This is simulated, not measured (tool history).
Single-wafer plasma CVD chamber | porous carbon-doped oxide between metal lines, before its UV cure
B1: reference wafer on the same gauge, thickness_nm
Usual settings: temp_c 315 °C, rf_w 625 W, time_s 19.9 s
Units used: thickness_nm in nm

{"run": 1, "hour": 0.0, "temp_c": 319, "rf_w": 625, "time_s": 19.9, "B1": 121.003, "thickness_nm": 115.699}
{"run": 2, "hour": 17.7, "temp_c": 319, "rf_w": 625, "time_s": 19.9, "B1": 121.06, "thickness_nm": 115.696}
{"run": 3, "hour": 30.6, "temp_c": 319, "rf_w": 625, "time_s": 19.9, "B1": 121.097, "thickness_nm": 115.807}
{"run": 4, "hour": 46.4, "temp_c": 315, "rf_w": 625, "time_s": 19.9, "B1": 121.051, "thickness_nm": 118.64}
{"run": 5, "hour": 63.2, "temp_c": 315, "rf_w": 625, "time_s": 19.9, "B1": 121.076, "thickness_nm": 118.853}
{"hour": 76.2, "done": "RF generator calibrated"}
{"run": 6, "hour": 79.8, "temp_c": 315, "rf_w": 625, "time_s": 19.9, "B1": 120.901, "thickness_nm": 118.41}
{"run": 7, "hour": 99.4, "temp_c": 315, "rf_w": 625, "time_s": 19.9, "B1": 120.991, "thickness_nm": 118.587}
{"run": 8, "hour": 113.7, "temp_c": 315, "rf_w": 625, "time_s": 19.9, "B1": 120.996, "thickness_nm": 118.452}
{"run": 9, "hour": 122.2, "temp_c": 315, "rf_w": 625, "time_s": 19.9, "B1": 121.042, "thickness_nm": 118.213}
{"hour": 123.5, "done": "gauge calibrated"}
{"run": 10, "hour": 135.7, "temp_c": 324, "rf_w": 745, "time_s": 22.0, "B1": 120.986, "thickness_nm": 142.246}
{"run": 11, "hour": 149.3, "temp_c": 315, "rf_w": 680, "time_s": 19.9, "B1": 121.012, "thickness_nm": 127.228}
{"run": 12, "hour": 166.4, "temp_c": 315, "rf_w": 625, "time_s": 19.9, "B1": 120.985, "thickness_nm": 118.965}
{"hour": 186.4, "done": "showerhead replaced, of another model than before"}
{"hour": 191.1, "done": "thermocouple changed; heater temperature recalibrated"}
{"run": 13, "hour": 191.6, "temp_c": 320, "rf_w": 585, "time_s": 19.9, "B1": 120.992, "thickness_nm": 108.966}
{"run": 14, "hour": 206.6, "temp_c": 315, "rf_w": 625, "time_s": 19.9, "B1": 121.0, "thickness_nm": 115.649}
{"run": 15, "hour": 217.2, "temp_c": 315, "rf_w": 540, "time_s": 22.9, "B1": 120.977, "thickness_nm": 123.988}
{"run": 16, "hour": 225.8, "temp_c": 322, "rf_w": 625, "time_s": 19.9, "B1": 120.987, "thickness_nm": 110.943}
{"run": 17, "hour": 236.9, "temp_c": 325, "rf_w": 515, "time_s": 19.9, "B1": 121.104, "thickness_nm": 100.453}
{"run": 18, "hour": 252.9, "temp_c": 315, "rf_w": 625, "time_s": 22.2, "B1": 121.078, "thickness_nm": 128.93}

Each row is a separate what-if for the run after 18, all from the same tool condition, not one after another. Results?
{"run": "A", "hour": 253.3, "temp_c": 315, "rf_w": 525, "time_s": 19.9, "B1": "?", "thickness_nm": "?"}
{"run": "B", "hour": 253.3, "temp_c": 320, "rf_w": 670, "time_s": 16.8, "B1": "?", "thickness_nm": "?"}
{"run": "C", "hour": 253.3, "temp_c": 320, "rf_w": 500, "time_s": 21.0, "B1": "?", "thickness_nm": "?"}

run=A B1=120.967 thickness_nm=107.626
run=B B1=120.967 thickness_nm=99.041
run=C B1=120.967 thickness_nm=107.784
Without the tool's hidden state the same runs would have given:
run=A thickness_nm=107.651
run=B thickness_nm=99.064
run=C thickness_nm=107.809
